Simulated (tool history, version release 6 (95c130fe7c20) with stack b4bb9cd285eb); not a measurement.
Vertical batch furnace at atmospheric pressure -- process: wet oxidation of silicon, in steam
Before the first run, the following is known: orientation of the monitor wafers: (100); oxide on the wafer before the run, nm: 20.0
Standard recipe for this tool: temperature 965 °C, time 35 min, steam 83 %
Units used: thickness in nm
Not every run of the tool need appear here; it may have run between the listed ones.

run   hour  temperature  time  steam  read-back reference wafer on the same gauge, thickness  thickness
  1    0.0          965    35     83                                                  197.05     200.79
  2   21.9          965    35     83                                                  197.01     200.09
  3   37.9          965    35     83                                                  196.96     200.50
  4   52.6          965    35     83                                                  197.02     200.74
  5   85.2          965    35     83                                                  196.95     199.07
  6  102.0          965    35     83                                                  196.94     201.45
  7  118.7          965    35     83                                                  196.96     201.37
  8  143.3          965    43     83                                                  196.85     233.58
  9  177.9          965    35     83                                                  197.03     200.40
 10  206.5          965    35     83                                                  197.00     199.95
 11  236.2          965    35     83                                                  197.04     200.22
 12  252.3          965    35     83                                                  197.01     199.48
 13  283.9          965    35     83                                                  196.95     200.58
 14  298.9          965    35     83                                                  197.06     200.29
 15  318.1          982    35     83                                                  196.95     233.66
 16  350.9          982    35     83                                                  197.14     233.37
 17  364.6          965    35     83                                                  197.04     201.36
     389.5  -- gauge calibrated
 18  396.3          965    35     83                                                  196.95     200.53
 19  414.0          951    35     94                                                  197.06     192.83
 20  446.6          965    35     94                                                  197.22     220.62
 21  470.4          965    20     78                                                  197.06     126.91
     508.5  -- steam generator serviced
 22  509.0          965    35     83                                                  197.11     201.00
 23  527.2          952    51     87                                                  197.11     244.18
 24  551.6          941    35     83                                                  197.02     158.38
 25  584.6          965    35     83                                                  197.14     200.99

What does the tool deliver on the next run?
     631.3  -- thermocouples replaced and temperature profile calibrated
 26  631.8          965    35     83                                                       ?          ?

Run 26 came out at read-back reference wafer on the same gauge, thickness 196.91, thickness 191.02 nm.
With the hidden condition absent and the run-to-run variation left alone, this run would have shown thickness 191.00 nm.
